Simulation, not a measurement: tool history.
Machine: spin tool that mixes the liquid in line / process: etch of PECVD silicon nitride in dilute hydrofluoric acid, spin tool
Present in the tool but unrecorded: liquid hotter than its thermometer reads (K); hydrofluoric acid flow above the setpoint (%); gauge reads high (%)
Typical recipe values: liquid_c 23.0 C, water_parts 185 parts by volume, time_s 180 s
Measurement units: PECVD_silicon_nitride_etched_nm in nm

| run | hour | liquid_c | water_parts | time_s | wafers since the last listed run | hours since the thermometer was replaced | hours since the hydrofluoric acid flow meter was replaced | hours since the gauge calibration | read-back film thickness of the PECVD silicon nitride reference wafer, read on the same gauge (nm) | PECVD_silicon_nitride_etched_nm |
|---|---|---|---|---|---|---|---|---|---|---|
| 1 | 0.0 | 24.5 | 185 | 180 | 0 | 1083.0 | 1510.5 | 140.8 | 39.98 | 6.17 |
| 2 | 103.5 | 24.5 | 185 | 180 | 878 | 1186.5 | 1614.0 | 244.3 | 39.99 | 6.12 |
| 3 | 194.5 | 23.0 | 185 | 180 | 772 | 1277.5 | 1705.0 | 335.3 | 40.01 | 5.61 |
| 4 | 266.2 | 23.0 | 185 | 180 | 608 | 1349.2 | 1776.7 | 407.0 | 39.96 | 5.64 |
| 5 | 317.2 | 23.0 | 185 | 180 | 432 | 1400.2 | 1827.7 | 458.0 | 40.02 | 5.58 |
| 6 | 542.5 | 23.0 | 185 | 180 | 1911 | 1625.5 | 2053.0 | 683.3 | 40.00 | 5.66 |
|  | 601.8 | hydrofluoric acid flow meter replaced |
| 7 | 610.2 | 23.0 | 185 | 180 | 565 | 1693.2 | 8.4 | 751.0 | 40.01 | 5.38 |
| 8 | 662.7 | 23.0 | 185 | 180 | 445 | 1745.7 | 60.9 | 803.5 | 40.02 | 5.38 |
|  | 681.0 | thermometer replaced |
| 9 | 746.5 | 27.5 | 265 | 285 | 702 | 65.5 | 144.7 | 887.3 | 39.99 | 7.87 |
| 10 | 806.0 | 27.5 | 135 | 90 | 504 | 125.0 | 204.2 | 946.8 | 40.01 | 4.97 |
| 11 | 893.1 | 21.0 | 275 | 85 | 738 | 212.1 | 291.3 | 1033.9 | 39.98 | 1.53 |
|  | 942.0 | gauge calibrated |
| 12 | 1211.3 | 27.5 | 255 | 100 | 2699 | 530.3 | 609.5 | 269.3 | 39.99 | 2.92 |
| 13 | 1293.0 | 20.0 | 185 | 100 | 693 | 612.0 | 691.2 | 351.0 | 39.98 | 2.50 |
| 14 | 1358.0 | 20.5 | 185 | 245 | 551 | 677.0 | 756.2 | 416.0 | 40.02 | 6.36 |
| 15 | 1441.6 | 23.0 | 185 | 180 | 709 | 760.6 | 839.8 | 499.6 | 39.99 | 5.46 |
| 16 | 1525.7 | 23.0 | 185 | 180 | 713 | 844.7 | 923.9 | 583.7 | 40.00 | 5.49 |

Each row is a separate what-if for the run after 16, all from the same tool condition, not one after another. Results?
| A | 1526.2 | 23.0 | 185 | 110 | 4 | 845.2 | 924.4 | 584.2 | ? | ? |
| B | 1526.2 | 23.0 | 150 | 90 | 4 | 845.2 | 924.4 | 584.2 | ? | ? |
| C | 1526.2 | 19.0 | 245 | 270 | 4 | 845.2 | 924.4 | 584.2 | ? | ? |
| D | 1526.2 | 24.5 | 245 | 120 | 4 | 845.2 | 924.4 | 584.2 | ? | ? |

| run | read-back film thickness of the PECVD silicon nitride reference wafer, read on the same gauge (nm) | PECVD_silicon_nitride_etched_nm |
|---|---|---|
| A | 39.95 | 3.38 |
| B | 39.95 | 3.40 |
| C | 39.95 | 4.87 |
| D | 39.95 | 3.07 |
Take away the tool's hidden state, keep each run's random variation, and the runs would have read:
| run | PECVD_silicon_nitride_etched_nm |
|---|---|
| A | 3.31 |
| B | 3.33 |
| C | 4.77 |
| D | 3.01 |
